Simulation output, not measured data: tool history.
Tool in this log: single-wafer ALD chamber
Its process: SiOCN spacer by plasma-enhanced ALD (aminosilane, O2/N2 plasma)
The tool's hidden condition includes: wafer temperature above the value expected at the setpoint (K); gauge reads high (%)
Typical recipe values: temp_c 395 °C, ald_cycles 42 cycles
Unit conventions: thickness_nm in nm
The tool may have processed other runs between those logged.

run   hour  temp_c  ald_cycles  wafers since the last listed run  hours since the last thermocouple change  hours since the gauge calibration  read-back reference wafer on the same gauge, thickness_nm  thickness_nm
  1      0     395          36                                 0                                    2063.8                              189.6                                                      2.572         1.859
  2    8.6     395          36                                69                                    2072.4                              198.2                                                      2.571         1.856
  3   15.7     395          36                                57                                    2079.5                              205.3                                                      2.568          1.85
  4   29.3     395          42                               109                                    2093.1                              218.9                                                      2.569         2.182
  5     40     400          42                                86                                    2103.8                              229.6                                                      2.566         2.168
  6   46.2     400          42                                49                                      2110                              235.8                                                      2.565         2.167
  7   60.8     395          42                               117                                    2124.6                              250.4                                                      2.562         2.166
  8     74     395          42                               106                                    2137.8                              263.6                                                      2.567         2.161
  9   83.3     386          42                                74                                    2147.1                              272.9                                                      2.559         2.163
      94.2  -- thermocouple changed; heater temperature recalibrated
 10  100.4     386          42                                73                                       6.2                                290                                                       2.56         2.166
 11  109.1     406          42                                69                                      14.9                              298.7                                                      2.559         2.115
 12  123.3     406          42                               114                                      29.1                              312.9                                                      2.556         2.117
     135.9  -- gauge calibrated
 13  137.8     406          42                               116                                      43.6                                1.9                                                      2.581         2.135
 14  147.7     395          37                                79                                      53.5                               11.8                                                       2.58         1.918
 15    163     395          42                               123                                      68.8                               27.1                                                      2.579         2.177
 16  174.4     405          50                                91                                      80.2                               38.5                                                      2.579          2.54
 17  182.5     384          39                                65                                      88.3                               46.6                                                      2.579         2.025
 18  198.4     400          42                               127                                     104.2                               62.5                                                      2.575         2.165
 19  214.8     382          36                               131                                     120.6                               78.9                                                      2.577          1.86
 20  229.7     401          37                               119                                     135.5                               93.8                                                      2.579         1.902
 21  244.1     395          42                               115                                     149.9                              108.2                                                      2.577         2.173
 22  251.8     382          35                                61                                     157.6                              115.9                                                      2.575         1.807
 23  266.2     388          40                               115                                       172                              130.3                                                      2.578         2.067
 24  275.5     395          42                                74                                     181.3                              139.6                                                      2.575         2.174
 25    286     391          35                                84                                     191.8                              150.1                                                      2.577          1.82
 26  301.9     395          36                               127                                     207.7                                166                                                      2.573         1.868

4 ways to go on from here, each from the tool as it stands after run 26. What would each give?
  A  302.4     395          42                                 4                                     208.2                              166.5                                                          ?             ?
  B  302.4     407          36                                 4                                     208.2                              166.5                                                          ?             ?
  C  302.4     395          38                                 4                                     208.2                              166.5                                                          ?             ?
  D  302.4     407          47                                 4                                     208.2                              166.5                                                          ?             ?

run  read-back reference wafer on the same gauge, thickness_nm  thickness_nm
  A                                                      2.571         2.169
  B                                                      2.571         1.811
  C                                                      2.571         1.963
  D                                                      2.571         2.364
The same runs, with their run-to-run variation unchanged, on a tool lacking any hidden condition would have given:
run  thickness_nm
  A         2.175
  B         1.816
  C         1.968
  D          2.37
